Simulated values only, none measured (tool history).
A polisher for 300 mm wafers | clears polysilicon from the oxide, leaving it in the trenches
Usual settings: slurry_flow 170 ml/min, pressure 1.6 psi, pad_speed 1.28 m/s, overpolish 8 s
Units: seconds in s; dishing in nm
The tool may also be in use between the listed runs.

run   hour  slurry_flow  pressure  pad_speed  overpolish  wafers since the last listed run  wafers polished on this pad  hours since the slurry nozzle was cleaned  hours since the head pressure was calibrated  incoming thickness of the incoming film, nm  seconds  dishing
  1    0.0          170       1.6       1.28           8                                 0                          745                                      626.5                                        1243.1                                        611.0     68.4     41.9
       7.5  -- worn pad replaced by a new one
  2   16.0          170       1.6       1.28           8                               101                           72                                      642.5                                        1259.1                                        604.5     68.3     44.3
  3   49.1          170       1.6       1.28           8                               279                          352                                      675.6                                        1292.2                                        612.3     69.7     42.0
  4   66.8          170       1.6       1.28           8                               149                          502                                      693.3                                        1309.9                                        612.6     70.5     42.1
      82.6  -- worn pad replaced by a new one
  5   83.1          170       1.6       1.28           8                               104                            4                                      709.6                                        1326.2                                        609.7     70.7     41.3
  6   85.0          170       1.6       1.28           8                                16                           20                                      711.5                                        1328.1                                        605.8     69.8     40.6
  7   99.8          170       2.1       1.28           8                               125                          145                                      726.3                                        1342.9                                        615.8     55.6     48.4
  8  109.9          170       2.1       1.28           8                                85                          231                                      736.4                                        1353.0                                        599.1     53.5     46.1
  9  118.5          170       2.1       1.28           8                                72                          303                                      745.0                                        1361.6                                        613.3     54.5     47.9
     123.5  -- head pressure recalibrated
 10  132.9          170       1.6       1.28           8                               104                          408                                      759.4                                           9.4                                        612.8     74.2     40.7
 11  146.4          140       1.6       1.28           8                               114                          523                                      772.9                                          22.9                                        607.9     77.6     40.3
     155.6  -- slurry nozzle cleaned
 12  161.4          170       1.6       1.28           8                               118                          641                                        5.8                                          37.9                                        615.0     64.2     44.8
     178.5  -- worn pad replaced by a new one
 13  179.0          170       2.1       1.28           8                               115                            4                                       23.4                                          55.5                                        599.3     47.9     49.6
 14  188.9          170       1.6       1.28           8                                83                           88                                       33.3                                          65.4                                        604.5     63.6     43.0
 15  198.3          170       1.6       1.64           8                                79                          167                                       42.7                                          74.8                                        619.7     51.5     48.5
 16  209.8          115       1.6       1.28           8                                97                          264                                       54.2                                          86.3                                        612.5     68.7     42.4
 17  219.6          210       1.6       0.98          12                                82                          347                                       64.0                                          96.1                                        603.3     77.7     48.6
 18  230.9          230       1.2       1.70           5                                95                          443                                       75.3                                         107.4                                        607.2     62.1     33.8
 19  239.3          170       1.6       1.62           6                                71                          514                                       83.7                                         115.8                                        614.6     50.5     42.2
 20  245.5          130       2.0       1.66           8                                52                          566                                       89.9                                         122.0                                        606.2     41.0     52.4
 21  261.5          170       1.6       1.28           8                               135                          702                                      105.9                                         138.0                                        616.1     63.8     43.6

Some steps in seconds between neighbouring runs. How much of each would the tool show without its hidden state too (settings, what came in, random variation), and how much is left for the hidden state, with any gauge scatter that isn't in both results?
The hidden state here: removal rate lost through wear of the pad, %; slurry flow missing at the pad, %; deviation of the head's pressure from its setpoint, %.
Run 9 -> 10: pressure 2.1 -> 1.6, head pressure recalibrated. seconds +19.7 s: hidden state +2.9, all else +16.8.
Run 11 -> 12: slurry_flow 140 -> 170, slurry nozzle cleaned. seconds -13.4 s: hidden state -12.1, all else -1.3.
Run 20 -> 21: slurry_flow 130 -> 170, pressure 2.0 -> 1.6, pad_speed 1.66 -> 1.28. seconds +22.8 s: hidden state +0.0, all else +22.8.

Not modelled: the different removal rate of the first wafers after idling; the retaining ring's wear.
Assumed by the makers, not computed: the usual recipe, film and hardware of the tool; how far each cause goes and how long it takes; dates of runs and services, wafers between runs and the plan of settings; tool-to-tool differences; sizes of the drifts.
